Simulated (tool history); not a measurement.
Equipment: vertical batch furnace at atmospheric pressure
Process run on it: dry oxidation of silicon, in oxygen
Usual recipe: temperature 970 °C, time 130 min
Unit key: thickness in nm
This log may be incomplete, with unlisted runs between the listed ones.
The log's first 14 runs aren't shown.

| run | hour | temperature | time | wafers since the last listed run | hours since the last temperature calibration | hours since the boat lift was adjusted | hours since the gauge calibration | read-back reference wafer on the same gauge, thickness | thickness |
|---|---|---|---|---|---|---|---|---|---|
| 15 | 718.7 | 970 | 111.5 | 344 | 179.9 | 151.4 | 609.2 | 68.75 | 69.35 |
| 16 | 756.8 | 978 | 163.5 | 360 | 218 | 189.5 | 647.3 | 68.8 | 95.95 |
| 17 | 880.6 | 979 | 108 | 1170 | 341.8 | 313.3 | 771.1 | 68.89 | 72.55 |
| 18 | 921.3 | 970 | 91 | 384 | 382.5 | 354 | 811.8 | 68.93 | 60.55 |
| 19 | 992 | 970 | 130 | 668 | 453.2 | 424.7 | 882.5 | 68.91 | 77.22 |
| 20 | 1025.5 | 945 | 170 | 316 | 486.7 | 458.2 | 916 | 68.98 | 75.39 |
| 21 | 1070 | 945 | 86 | 420 | 531.2 | 502.7 | 960.5 | 69.03 | 48.52 |
| 22 | 1140.7 | 970 | 130 | 668 | 601.9 | 573.4 | 1031.2 | 68.96 | 77.08 |
| 23 | 1173.7 | 960 | 130 | 311 | 634.9 | 606.4 | 1064.2 | 69.03 | 72.43 |
| 24 | 1211.9 | 970 | 130 | 361 | 673.1 | 644.6 | 1102.4 | 69.1 | 76.73 |
| 25 | 1262.8 | 970 | 81 | 481 | 724 | 695.5 | 1153.3 | 69 | 56.4 |
| 26 | 1304.1 | 970 | 130 | 390 | 765.3 | 736.8 | 1194.6 | 69.06 | 78.05 |
| 27 | 1363.6 | 970 | 130 | 562 | 824.8 | 796.3 | 1254.1 | 69.15 | 77.94 |
| 28 | 1431.7 | 970 | 130 | 643 | 892.9 | 864.4 | 1322.2 | 69.16 | 77.17 |
| 29 | 1467.3 | 946 | 130 | 336 | 928.5 | 900 | 1357.8 | 69.15 | 63.41 |
| 30 | 1525.5 | 962 | 167 | 550 | 986.7 | 958.2 | 1416 | 69.24 | 86.87 |
| 31 | 1558.5 | 970 | 130 | 311 | 1019.7 | 991.2 | 1449 | 69.22 | 77.47 |
| 32 | 1597.7 | 980 | 111 | 370 | 1058.9 | 1030.4 | 1488.2 | 69.22 | 74.77 |
| 33 | 1651.1 | 991 | 160.5 | 504 | 1112.3 | 1083.8 | 1541.6 | 69.26 | 104.95 |
| 34 | 1704.6 | 970 | 130 | 505 | 1165.8 | 1137.3 | 1595.1 | 69.27 | 77.9 |
| 35 | 1730.5 | 989 | 73 | 244 | 1191.7 | 1163.2 | 1621 | 69.29 | 61.62 |
| 36 | 1785.5 | 991 | 130 | 519 | 1246.7 | 1218.2 | 1676 | 69.3 | 91.18 |
| 37 | 1845.3 | 970 | 98.5 | 565 | 1306.5 | 1278 | 1735.8 | 69.3 | 64.49 |
| 38 | 1872.6 | 970 | 83 | 258 | 1333.8 | 1305.3 | 1763.1 | 69.41 | 58.17 |
| 39 | 1905.3 | 988 | 110 | 309 | 1366.5 | 1338 | 1795.8 | 69.41 | 79.28 |

Alternative continuations, all from the tool just after run 39; predict every row:
| A | 1912 | 970 | 184.5 | 63 | 1373.2 | 1344.7 | 1802.5 | ? | ? |
| B | 1912 | 946 | 107 | 63 | 1373.2 | 1344.7 | 1802.5 | ? | ? |
| C | 1912 | 950 | 83.5 | 63 | 1373.2 | 1344.7 | 1802.5 | ? | ? |
| D | 1912 | 970 | 147.5 | 63 | 1373.2 | 1344.7 | 1802.5 | ? | ? |

| run | read-back reference wafer on the same gauge, thickness | thickness |
|---|---|---|
| A | 69.33 | 98.14 |
| B | 69.33 | 55.93 |
| C | 69.33 | 49.54 |
| D | 69.33 | 84.15 |
Had the tool no hidden state, the same runs would have come out as:
| run | thickness |
|---|---|
| A | 96.75 |
| B | 55.14 |
| C | 48.84 |
| D | 82.97 |
